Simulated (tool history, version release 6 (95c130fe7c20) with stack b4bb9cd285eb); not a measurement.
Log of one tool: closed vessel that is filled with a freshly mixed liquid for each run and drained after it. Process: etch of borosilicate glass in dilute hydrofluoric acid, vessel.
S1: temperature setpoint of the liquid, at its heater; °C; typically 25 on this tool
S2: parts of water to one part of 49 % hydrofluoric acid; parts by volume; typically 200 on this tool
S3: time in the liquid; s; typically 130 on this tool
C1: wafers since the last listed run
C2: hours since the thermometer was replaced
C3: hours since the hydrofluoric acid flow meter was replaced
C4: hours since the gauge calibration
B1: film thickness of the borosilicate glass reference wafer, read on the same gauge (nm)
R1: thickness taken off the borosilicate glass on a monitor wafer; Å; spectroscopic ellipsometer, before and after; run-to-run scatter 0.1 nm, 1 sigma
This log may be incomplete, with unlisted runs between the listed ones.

run 1 hour=0 | S1=25 S2=200 S3=130 | C1=0 C2=252.1 C3=489.4 C4=390.8 | B1=110.01 | R1=169.8
run 2 hour=96.9 | S1=25 S2=200 S3=130 | C1=6448 C2=349 C3=586.3 C4=487.7 | B1=110.01 | R1=171.7
run 3 hour=391.9 | S1=25 S2=200 S3=130 | C1=19631 C2=644 C3=881.3 C4=782.7 | B1=109.99 | R1=179.3
run 4 hour=447.4 | S1=25 S2=200 S3=130 | C1=3693 C2=699.5 C3=936.8 C4=838.2 | B1=109.98 | R1=179.2
run 5 hour=540 | S1=29 S2=145 S3=130 | C1=6162 C2=792.1 C3=1029.4 C4=930.8 | B1=110.01 | R1=309.3
run 6 hour=603 | S1=25 S2=200 S3=130 | C1=4192 C2=855.1 C3=1092.4 C4=993.8 | B1=110 | R1=182.5
run 7 hour=683.2 | S1=25 S2=200 S3=130 | C1=5336 C2=935.3 C3=1172.6 C4=1074 | B1=109.99 | R1=184.2
-- hour=689.3 hydrofluoric acid flow meter replaced
run 8 hour=737.2 | S1=21 S2=200 S3=130 | C1=3526 C2=989.3 C3=47.9 C4=1128 | B1=109.99 | R1=146.2
-- hour=829.4 thermometer replaced
run 9 hour=983.1 | S1=21 S2=200 S3=130 | C1=16297 C2=153.7 C3=293.8 C4=1373.9 | B1=109.99 | R1=141.7
run 10 hour=1024.8 | S1=21 S2=200 S3=130 | C1=2774 C2=195.4 C3=335.5 C4=1415.6 | B1=110 | R1=145.1
run 11 hour=1073.3 | S1=25 S2=200 S3=130 | C1=3227 C2=243.9 C3=384 C4=1464.1 | B1=110.03 | R1=168.1
-- hour=1144.4 gauge calibrated
run 12 hour=1246.8 | S1=26.5 S2=260 S3=75 | C1=11545 C2=417.4 C3=557.5 C4=102.4 | B1=110.01 | R1=75.3
run 13 hour=1343.3 | S1=21 S2=160 S3=130 | C1=6421 C2=513.9 C3=654 C4=198.9 | B1=110.01 | R1=195.9
run 14 hour=1438.8 | S1=25 S2=245 S3=130 | C1=6355 C2=609.4 C3=749.5 C4=294.4 | B1=109.98 | R1=139.3
run 15 hour=1501.3 | S1=23.5 S2=295 S3=50 | C1=4159 C2=671.9 C3=812 C4=356.9 | B1=109.99 | R1=39.9
run 16 hour=1588.8 | S1=27 S2=260 S3=130 | C1=5822 C2=759.4 C3=899.5 C4=444.4 | B1=110.01 | R1=139.6
run 17 hour=1628.4 | S1=25 S2=200 S3=130 | C1=2635 C2=799 C3=939.1 C4=484 | B1=110 | R1=180.8
run 18 hour=1665.1 | S1=25 S2=105 S3=105 | C1=2442 C2=835.7 C3=975.8 C4=520.7 | B1=109.99 | R1=309.6
-- hour=1688.7 hydrofluoric acid flow meter replaced
run 19 hour=1752.2 | S1=25 S2=200 S3=130 | C1=5729 C2=922.8 C3=63.5 C4=607.8 | B1=110.01 | R1=175.2

What does the tool deliver on the next run?
run 20 hour=2002.5 | S1=25 S2=295 S3=190 | C1=16656 C2=1173.1 C3=313.8 C4=858.1 | B1=? | R1=?

{"run 20": {"B1": 109.98, "R1": 160.8}}
The same run, on a tool lacking any hidden state, would have yielded R1 143.3 Å.
